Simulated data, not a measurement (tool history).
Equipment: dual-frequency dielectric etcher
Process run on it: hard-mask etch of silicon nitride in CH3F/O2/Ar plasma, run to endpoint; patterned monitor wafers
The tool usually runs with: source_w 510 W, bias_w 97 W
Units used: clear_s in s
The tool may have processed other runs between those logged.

| run | hour | source_w | bias_w | wafers since the last listed run | hours since the last wet clean | hours since the last source power generator calibration | hours since the last bias power generator calibration | hours since the last upper electrode change | incoming incoming film thickness, nm | clear_s |
|---|---|---|---|---|---|---|---|---|---|---|
| 1 | 0.0 | 510 | 97 | 0 | 410.5 | 3813.4 | 1946.0 | 4439.7 | 35.78 | 46.0 |
| 2 | 48.9 | 510 | 97 | 856 | 459.4 | 3862.3 | 1994.9 | 4488.6 | 35.96 | 46.5 |
|  | 90.8 | wet clean of the chamber |
| 3 | 115.3 | 510 | 97 | 742 | 24.5 | 3928.7 | 2061.3 | 4555.0 | 35.75 | 45.4 |
| 4 | 214.0 | 510 | 97 | 1729 | 123.2 | 4027.4 | 2160.0 | 4653.7 | 35.89 | 45.2 |
| 5 | 267.6 | 510 | 97 | 939 | 176.8 | 4081.0 | 2213.6 | 4707.3 | 35.87 | 45.6 |
| 6 | 363.8 | 610 | 97 | 1685 | 273.0 | 4177.2 | 2309.8 | 4803.5 | 35.95 | 43.5 |
| 7 | 467.1 | 610 | 97 | 1809 | 376.3 | 4280.5 | 2413.1 | 4906.8 | 35.81 | 42.9 |
| 8 | 548.0 | 570 | 97 | 1417 | 457.2 | 4361.4 | 2494.0 | 4987.7 | 35.65 | 44.6 |
|  | 605.5 | wet clean of the chamber |
| 9 | 606.0 | 570 | 97 | 595 | 0.5 | 4419.4 | 2552.0 | 5045.7 | 35.82 | 40.7 |
|  | 641.1 | source power generator calibrated |
|  | 656.6 | upper electrode replaced |
|  | 665.4 | bias power generator calibrated |
| 10 | 685.7 | 570 | 97 | 984 | 80.2 | 44.6 | 20.3 | 29.1 | 35.72 | 40.9 |
| 11 | 782.5 | 510 | 107 | 1696 | 177.0 | 141.4 | 117.1 | 125.9 | 35.93 | 41.3 |
|  | 845.2 | wet clean of the chamber, repeated, since the last time left the tool worse |
| 12 | 845.7 | 510 | 107 | 686 | 0.5 | 204.6 | 180.3 | 189.1 | 35.81 | 43.3 |
| 13 | 872.3 | 400 | 97 | 466 | 27.1 | 231.2 | 206.9 | 215.7 | 35.85 | 49.0 |
| 14 | 947.2 | 450 | 97 | 1312 | 102.0 | 306.1 | 281.8 | 290.6 | 35.85 | 46.9 |
| 15 | 1007.3 | 510 | 89 | 1053 | 162.1 | 366.2 | 341.9 | 350.7 | 35.68 | 46.9 |
| 16 | 1092.6 | 460 | 79 | 1494 | 247.4 | 451.5 | 427.2 | 436.0 | 35.87 | 50.9 |
| 17 | 1134.8 | 510 | 88 | 739 | 289.6 | 493.7 | 469.4 | 478.2 | 35.49 | 47.0 |
| 18 | 1204.4 | 440 | 88 | 1219 | 359.2 | 563.3 | 539.0 | 547.8 | 35.52 | 49.3 |
| 19 | 1243.5 | 510 | 97 | 685 | 398.3 | 602.4 | 578.1 | 586.9 | 35.97 | 46.9 |
| 20 | 1284.9 | 510 | 97 | 725 | 439.7 | 643.8 | 619.5 | 628.3 | 35.73 | 46.4 |
|  | 1370.3 | wet clean of the chamber |
| 21 | 1370.8 | 510 | 97 | 1084 | 0.5 | 729.7 | 705.4 | 714.2 | 35.91 | 44.1 |
| 22 | 1419.8 | 510 | 97 | 858 | 49.5 | 778.7 | 754.4 | 763.2 | 35.76 | 44.0 |
| 23 | 1671.5 | 400 | 113 | 4410 | 301.2 | 1030.4 | 1006.1 | 1014.9 | 35.66 | 45.8 |
| 24 | 1751.9 | 420 | 110 | 1408 | 381.6 | 1110.8 | 1086.5 | 1095.3 | 35.61 | 46.0 |
| 25 | 1802.5 | 510 | 97 | 886 | 432.2 | 1161.4 | 1137.1 | 1145.9 | 36.02 | 46.4 |

What if the next run were any one of these 5? Each begins from the tool's condition after run 25:
| A | 1802.9 | 510 | 83 | 7 | 432.6 | 1161.8 | 1137.5 | 1146.3 | 35.94 | ? |
| B | 1802.9 | 410 | 97 | 7 | 432.6 | 1161.8 | 1137.5 | 1146.3 | 35.94 | ? |
| C | 1802.9 | 460 | 84 | 7 | 432.6 | 1161.8 | 1137.5 | 1146.3 | 35.94 | ? |
| D | 1802.9 | 640 | 81 | 7 | 432.6 | 1161.8 | 1137.5 | 1146.3 | 35.94 | ? |
| E | 1802.9 | 380 | 97 | 7 | 432.6 | 1161.8 | 1137.5 | 1146.3 | 35.94 | ? |

| run | clear_s |
|---|---|
| A | 49.0 |
| B | 49.6 |
| C | 50.5 |
| D | 45.8 |
| E | 50.8 |
Stripped of hidden state, with their random variation kept, the same runs would have yielded:
| run | clear_s |
|---|---|
| A | 47.8 |
| B | 48.4 |
| C | 49.2 |
| D | 44.6 |
| E | 49.5 |
